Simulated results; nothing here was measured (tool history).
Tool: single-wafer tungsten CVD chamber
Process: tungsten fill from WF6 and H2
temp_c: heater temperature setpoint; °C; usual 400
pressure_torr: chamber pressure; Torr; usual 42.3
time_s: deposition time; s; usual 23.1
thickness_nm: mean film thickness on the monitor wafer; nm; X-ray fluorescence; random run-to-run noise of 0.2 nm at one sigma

run    hour  temp_c  pressure_torr  time_s  wafers since the last listed run  hours since the last thermocouple change  hours since the last manometer calibration  hours since the showerhead was replaced  hours since the gauge calibration  read-back reference wafer on the same gauge, thickness_nm  thickness_nm
  1     0.0     400           42.3    23.1                                 0                                    1053.8                                      1473.3                                   6100.1                              760.5                                                     61.667        71.772
       58.4  -- capacitance manometer re-zeroed and calibrated
  2    58.9     400           42.3    23.1                              1393                                    1112.7                                         0.5                                   6159.0                              819.4                                                     61.677        71.490
  3   112.4     400           42.3    19.8                              1464                                    1166.2                                        54.0                                   6212.5                              872.9                                                     61.533        61.425
  4   141.6     400           42.3    23.1                               799                                    1195.4                                        83.2                                   6241.7                              902.1                                                     61.493        71.325
  5   184.9     400           42.3    23.1                              1185                                    1238.7                                       126.5                                   6285.0                              945.4                                                     61.563        71.627
      227.5  -- showerhead replaced
      328.8  -- thermocouple changed; heater temperature recalibrated
  6   329.3     390           39.3    23.1                              3515                                       0.5                                       270.9                                    101.8                             1089.8                                                     61.332        57.235
  7   371.0     391           38.5    23.1                              1141                                      42.2                                       312.6                                    143.5                             1131.5                                                     61.286        57.610
  8   399.3     400           42.3    23.1                               774                                      70.5                                       340.9                                    171.8                             1159.8                                                     61.306        71.184
  9   426.3     400           42.3    23.1                               739                                      97.5                                       367.9                                    198.8                             1186.8                                                     61.272        70.920
 10   467.9     400           45.4    23.1                              1139                                     139.1                                       409.5                                    240.4                             1228.4                                                     61.222        74.230
 11   509.4     409           48.4    21.7                              1136                                     180.6                                       451.0                                    281.9                             1269.9                                                     61.103        83.584
 12   534.4     400           47.9    20.6                               684                                     205.6                                       476.0                                    306.9                             1294.9                                                     61.074        67.762
 13   571.9     414           37.4    26.8                              1026                                     243.1                                       513.5                                    344.4                             1332.4                                                     61.080        96.368
      578.9  -- gauge calibrated
 14   605.1     386           49.2    25.7                               909                                     276.3                                       546.7                                    377.6                               26.2                                                     62.176        68.284
 15   629.9     386           46.6    25.9                               679                                     301.1                                       571.5                                    402.4                               51.0                                                     62.208        66.603
 16   668.9     400           42.3    23.1                              1067                                     340.1                                       610.5                                    441.4                               90.0                                                     62.259        72.141
 17   712.1     400           42.3    23.1                              1182                                     383.3                                       653.7                                    484.6                              133.2                                                     62.219        72.011
 18   737.5     414           37.4    26.8                               695                                     408.7                                       679.1                                    510.0                              158.6                                                     62.248        97.958
 19   805.7     400           38.7    21.3                              1867                                     476.9                                       747.3                                    578.2                              226.8                                                     62.252        63.146
 20   831.0     407           49.0    24.5                               692                                     502.2                                       772.6                                    603.5                              252.1                                                     62.240        93.424
 21   865.7     408           32.4    23.1                               950                                     536.9                                       807.3                                    638.2                              286.8                                                     62.186        70.598
 22   900.7     407           35.5    19.4                               958                                     571.9                                       842.3                                    673.2                              321.8                                                     62.174        61.434
 23   931.0     407           48.6    19.2                               829                                     602.2                                       872.6                                    703.5                              352.1                                                     62.194        72.643
 24   996.4     411           47.4    25.2                              1790                                     667.6                                       938.0                                    768.9                              417.5                                                     62.131       100.850
 25  1060.3     392           37.3    26.5                              1749                                     731.5                                      1001.9                                    832.8                              481.4                                                     62.099        66.687
 26  1124.5     400           42.3    25.6                              1757                                     795.7                                      1066.1                                    897.0                              545.6                                                     62.080        79.797
 27  1179.0     400           35.0    26.1                              1492                                     850.2                                      1120.6                                    951.5                              600.1                                                     62.056        72.712
 28  1250.0     389           45.4    23.1                              1944                                     921.2                                      1191.6                                   1022.5                              671.1                                                     61.921        61.639
     1267.3  -- capacitance manometer re-zeroed and calibrated
 29  1402.4     400           42.3    23.1                              3953                                    1073.6                                       135.1                                   1174.9                              823.5                                                     61.827        71.778
 30  1470.3     409           48.5    23.1                              1859                                    1141.5                                       203.0                                   1242.8                              891.4                                                     61.797        89.702
 31  1525.7     394           52.4    23.1                              1516                                    1196.9                                       258.4                                   1298.2                              946.8                                                     61.778        72.484
 32  1565.3     385           35.1    27.2                              1084                                    1236.5                                       298.0                                   1337.8                              986.4                                                     61.704        57.694
 33  1602.8     400           42.3    23.1                              1026                                    1274.0                                       335.5                                   1375.3                             1023.9                                                     61.679        71.663

Describe how what the log doesn't record of the tool's condition differs between the last listed run preceding each entry between runs and the first listed run following it.
Runs 1 to 2: capacitance manometer re-zeroed and calibrated (hour 58.4)
  gauge reads high (%): -0.841 -> -0.922
  measured result minus the result with no hidden state, thickness_nm: -0.609 -> -0.665 nm
Runs 5 to 6: showerhead replaced (hour 227.5); thermocouple changed; heater temperature recalibrated (hour 328.8)
  gauge reads high (%): -1.12 -> -1.37
  measured result minus the result with no hidden state, thickness_nm: -0.808 -> -0.797 nm
Runs 13 to 14: gauge calibrated (hour 578.9)
  gauge reads high (%): -1.89 -> 0.06
  measured result minus the result with no hidden state, thickness_nm: -1.853 -> +0.040 nm
Runs 28 to 29: capacitance manometer re-zeroed and calibrated (hour 1267.3)
  gauge reads high (%): -0.333 -> -0.532
  measured result minus the result with no hidden state, thickness_nm: -0.206 -> -0.384 nm
